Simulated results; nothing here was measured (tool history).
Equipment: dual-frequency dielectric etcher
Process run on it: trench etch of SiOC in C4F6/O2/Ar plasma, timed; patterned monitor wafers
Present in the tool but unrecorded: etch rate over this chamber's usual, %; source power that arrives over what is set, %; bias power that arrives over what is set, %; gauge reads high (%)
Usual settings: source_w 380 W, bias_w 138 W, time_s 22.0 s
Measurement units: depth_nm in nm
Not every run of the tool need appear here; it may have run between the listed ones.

run	hour	source_w	bias_w	time_s	wafers since the last listed run	hours since the last wet clean	hours since the last source power generator calibration	hours since the last bias power generator calibration	hours since the last upper electrode change	hours since the gauge calibration	read-back reference wafer on the same gauge, depth_nm	depth_nm
1	0.0	380	138	22.0	0	173.1	1818.7	1507.9	4103.3	153.7	44.71	43.54
2	27.5	380	138	22.0	539	200.6	1846.2	1535.4	4130.8	181.2	44.71	43.59
3	58.5	380	138	20.5	608	231.6	1877.2	1566.4	4161.8	212.2	44.69	40.67
4	83.2	380	138	22.0	484	256.3	1901.9	1591.1	4186.5	236.9	44.69	43.67
5	130.1	380	138	22.0	919	303.2	1948.8	1638.0	4233.4	283.8	44.68	43.78
6	176.7	380	163	22.0	914	349.8	1995.4	1684.6	4280.0	330.4	44.68	45.76
7	218.5	380	163	22.0	819	391.6	2037.2	1726.4	4321.8	372.2	44.72	45.82
8	276.7	380	138	22.0	1141	449.8	2095.4	1784.6	4380.0	430.4	44.67	43.90
9	318.3	380	138	22.0	816	491.4	2137.0	1826.2	4421.6	472.0	44.72	43.83
# hour 329.9: gauge calibrated
# hour 361.2: upper electrode replaced
10	361.7	300	161	18.0	380	534.8	2180.4	1869.6	0.5	31.8	44.70	35.10
# hour 394.2: source power generator calibrated
11	406.4	380	138	22.0	798	579.5	12.2	1914.3	45.2	76.5	44.71	43.99
# hour 419.9: bias power generator calibrated
# hour 466.8: wet clean of the chamber
12	475.4	440	138	15.5	804	8.6	81.2	55.5	114.2	145.5	44.70	31.96
13	535.8	380	138	24.0	1184	69.0	141.6	115.9	174.6	205.9	44.69	47.48
14	598.8	380	171	24.0	1235	132.0	204.6	178.9	237.6	268.9	44.71	50.46

Describe how what the log doesn't record of the tool's condition differs between the last listed run preceding each entry between runs and the first listed run following it.
Runs 9 to 10: gauge calibrated (hour 329.9); upper electrode replaced (hour 361.2)
  etch rate over this chamber's usual, %: 0.949 -> 1.03
  what was measured, less what the result would be without the hidden state, depth_nm: +0.41 -> +0.36 nm
Runs 10 to 11: source power generator calibrated (hour 394.2)
  etch rate over this chamber's usual, %: 1.03 -> 1.11
  what was measured, less what the result would be without the hidden state, depth_nm: +0.36 -> +0.49 nm
Runs 11 to 12: bias power generator calibrated (hour 419.9); wet clean of the chamber (hour 466.8)
  etch rate over this chamber's usual, %: 1.11 -> -0.113
  what was measured, less what the result would be without the hidden state, depth_nm: +0.49 -> -0.04 nm
